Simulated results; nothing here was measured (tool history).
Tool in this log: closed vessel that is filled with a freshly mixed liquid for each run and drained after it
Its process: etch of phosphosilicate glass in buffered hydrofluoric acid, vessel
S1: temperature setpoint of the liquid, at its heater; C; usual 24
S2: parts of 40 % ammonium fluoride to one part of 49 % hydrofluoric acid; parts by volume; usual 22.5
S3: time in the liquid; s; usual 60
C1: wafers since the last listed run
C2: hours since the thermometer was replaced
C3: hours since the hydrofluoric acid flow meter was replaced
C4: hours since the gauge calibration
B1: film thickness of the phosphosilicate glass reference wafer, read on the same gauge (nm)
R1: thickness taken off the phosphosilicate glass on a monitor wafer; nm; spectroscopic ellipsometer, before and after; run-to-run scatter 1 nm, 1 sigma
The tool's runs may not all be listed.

{"run": 1, "hour": 0.0, "S1": 24, "S2": 25.5, "S3": 60, "C1": 0, "C2": 1022.4, "C3": 1986.7, "C4": 272.5, "B1": 40.85, "R1": 189.46}
{"run": 2, "hour": 66.4, "S1": 24, "S2": 25.5, "S3": 60, "C1": 8539, "C2": 1088.8, "C3": 2053.1, "C4": 338.9, "B1": 40.96, "R1": 189.43}
{"run": 3, "hour": 137.2, "S1": 24, "S2": 22.5, "S3": 80, "C1": 9105, "C2": 1159.6, "C3": 2123.9, "C4": 409.7, "B1": 41.03, "R1": 276.76}
{"run": 4, "hour": 181.0, "S1": 24, "S2": 22.5, "S3": 80, "C1": 5633, "C2": 1203.4, "C3": 2167.7, "C4": 453.5, "B1": 41.08, "R1": 275.04}
{"run": 5, "hour": 222.7, "S1": 24, "S2": 22.5, "S3": 80, "C1": 5363, "C2": 1245.1, "C3": 2209.4, "C4": 495.2, "B1": 41.08, "R1": 278.41}
{"run": 6, "hour": 247.6, "S1": 24, "S2": 22.5, "S3": 60, "C1": 3202, "C2": 1270, "C3": 2234.3, "C4": 520.1, "B1": 41.09, "R1": 206.56}
{"run": 7, "hour": 292.7, "S1": 24, "S2": 22.5, "S3": 60, "C1": 5800, "C2": 1315.1, "C3": 2279.4, "C4": 565.2, "B1": 41.13, "R1": 210.35}
{"run": 8, "hour": 331.5, "S1": 24, "S2": 22.5, "S3": 60, "C1": 4990, "C2": 1353.9, "C3": 2318.2, "C4": 604, "B1": 41.1, "R1": 208.62}
{"run": 9, "hour": 389.5, "S1": 24, "S2": 22.5, "S3": 60, "C1": 7459, "C2": 1411.9, "C3": 2376.2, "C4": 662, "B1": 41.16, "R1": 207.69}
{"run": 10, "hour": 427.0, "S1": 24, "S2": 22.5, "S3": 60, "C1": 4822, "C2": 1449.4, "C3": 2413.7, "C4": 699.5, "B1": 41.18, "R1": 206.09}
{"hour": 429.1, "done": "thermometer replaced"}
{"hour": 480.7, "done": "gauge calibrated"}
{"run": 11, "hour": 487.2, "S1": 25.5, "S2": 22.5, "S3": 45, "C1": 7613, "C2": 58.1, "C3": 2473.9, "C4": 6.5, "B1": 40.15, "R1": 164.52}

For run 12, what comes out?
{"hour": 550.0, "done": "hydrofluoric acid flow meter replaced"}
{"run": 12, "hour": 552.9, "S1": 26, "S2": 30, "S3": 90, "C1": 8321, "C2": 123.8, "C3": 2.9, "C4": 72.2, "B1": "?", "R1": "?"}

{"run 12": {"B1": 40.4, "R1": 278.79}}
The same run, on a tool lacking any hidden state, would have yielded R1 275.96 nm.

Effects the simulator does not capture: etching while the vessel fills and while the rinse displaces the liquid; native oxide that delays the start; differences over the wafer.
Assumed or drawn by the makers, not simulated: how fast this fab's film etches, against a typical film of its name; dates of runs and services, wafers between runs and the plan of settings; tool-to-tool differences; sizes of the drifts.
